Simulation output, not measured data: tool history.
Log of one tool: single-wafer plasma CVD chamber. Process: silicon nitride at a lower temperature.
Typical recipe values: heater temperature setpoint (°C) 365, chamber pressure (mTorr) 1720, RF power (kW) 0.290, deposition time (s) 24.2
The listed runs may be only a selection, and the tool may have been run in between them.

run    hour  heater temperature setpoint (°C)  chamber pressure (mTorr)  RF power (kW)  deposition time (s)  read-back reference wafer on the same gauge, thickness_nm  mean film thickness on the monitor wafer (nm)
  1     0.0                               372                      1720          0.255                 24.2                                                     33.411                                         27.014
  2    91.8                               372                      1720          0.255                 24.2                                                     33.394                                         27.234
  3   184.8                               372                      1720          0.255                 24.2                                                     33.391                                         26.784
  4   279.1                               365                      1720          0.290                 23.2                                                     33.368                                         26.711
  5   386.8                               365                      1720          0.290                 23.2                                                     33.379                                         27.056
  6   493.4                               365                      1720          0.275                 21.9                                                     33.411                                         24.719
  7   552.2                               365                      1720          0.275                 21.9                                                     33.399                                         24.926
  8   626.9                               365                      1900          0.290                 24.2                                                     33.376                                         28.889
  9   664.6                               365                      1720          0.245                 22.5                                                     33.445                                         24.488
 10   713.8                               365                      1720          0.330                 22.1                                                     33.400                                         26.792
 11   763.7                               365                      1720          0.290                 24.2                                                     33.382                                         28.074
 12   813.0                               365                      1720          0.290                 24.2                                                     33.384                                         28.043
 13   897.5                               365                      1850          0.290                 24.2                                                     33.397                                         29.298
 14   998.4                               371                      1880          0.235                 24.2                                                     33.403                                         27.113
 15  1111.9                               370                      1880          0.320                 20.2                                                     33.411                                         25.439
 16  1419.3                               365                      1720          0.290                 24.2                                                     33.391                                         28.739
 17  1511.2                               359                      1720          0.245                 24.2                                                     33.365                                         26.806
 18  1558.9                               373                      1970          0.290                 24.2                                                     33.401                                         29.848
 19  1615.3                               365                      1720          0.290                 27.5                                                     33.379                                         32.362
 20  1710.8                               365                      1720          0.290                 24.2                                                     33.409                                         28.468
 21  1754.5                               365                      1720          0.290                 24.2                                                     33.396                                         28.719
 22  1810.7                               356                      1720          0.290                 24.2                                                     33.391                                         28.702
 23  1901.2                               365                      1720          0.290                 24.2                                                     33.447                                         28.740
 24  1982.4                               365                      1720          0.290                 28.6                                                     33.419                                         33.890
 25  2052.2                               365                      1720          0.290                 24.2                                                     33.382                                         28.495
 26  2103.2                               365                      1720          0.290                 24.2                                                     33.363                                         28.727
 27  2209.8                               365                      1290          0.290                 19.4                                                     33.428                                         20.886

Withheld: 6 entries from between the runs. Position of each, and hidden state at the listed run before versus the listed run after:
Runs 2 to 3: capacitance manometer re-zeroed and calibrated (hour 108.1)
  true pressure above the setpoint (%): -5.01 -> -8.38
  what was measured, less what the result would be without the hidden state, mean film thickness on the monitor wafer (nm): -0.414 -> -0.704
Runs 4 to 5: showerhead replaced (hour 313.9); thermocouple changed; heater temperature recalibrated (hour 349.7)
  true pressure above the setpoint (%): -8.67 -> -9
  what was measured, less what the result would be without the hidden state, mean film thickness on the monitor wafer (nm): -0.728 -> -0.768
Runs 10 to 11: gauge calibrated (hour 755.4)
  true pressure above the setpoint (%): -10 -> -10.2
  what was measured, less what the result would be without the hidden state, mean film thickness on the monitor wafer (nm): -0.853 -> -0.908
Runs 12 to 13: capacitance manometer re-zeroed and calibrated, repeated, since the last time left the tool worse (hour 851.6)
  true pressure above the setpoint (%): -10.3 -> -0.537
  what was measured, less what the result would be without the hidden state, mean film thickness on the monitor wafer (nm): -0.921 -> -0.046
Runs 14 to 15: RF generator calibrated (hour 1057.8)
  true pressure above the setpoint (%): -0.846 -> -1.19
  what was measured, less what the result would be without the hidden state, mean film thickness on the monitor wafer (nm): -0.067 -> -0.090
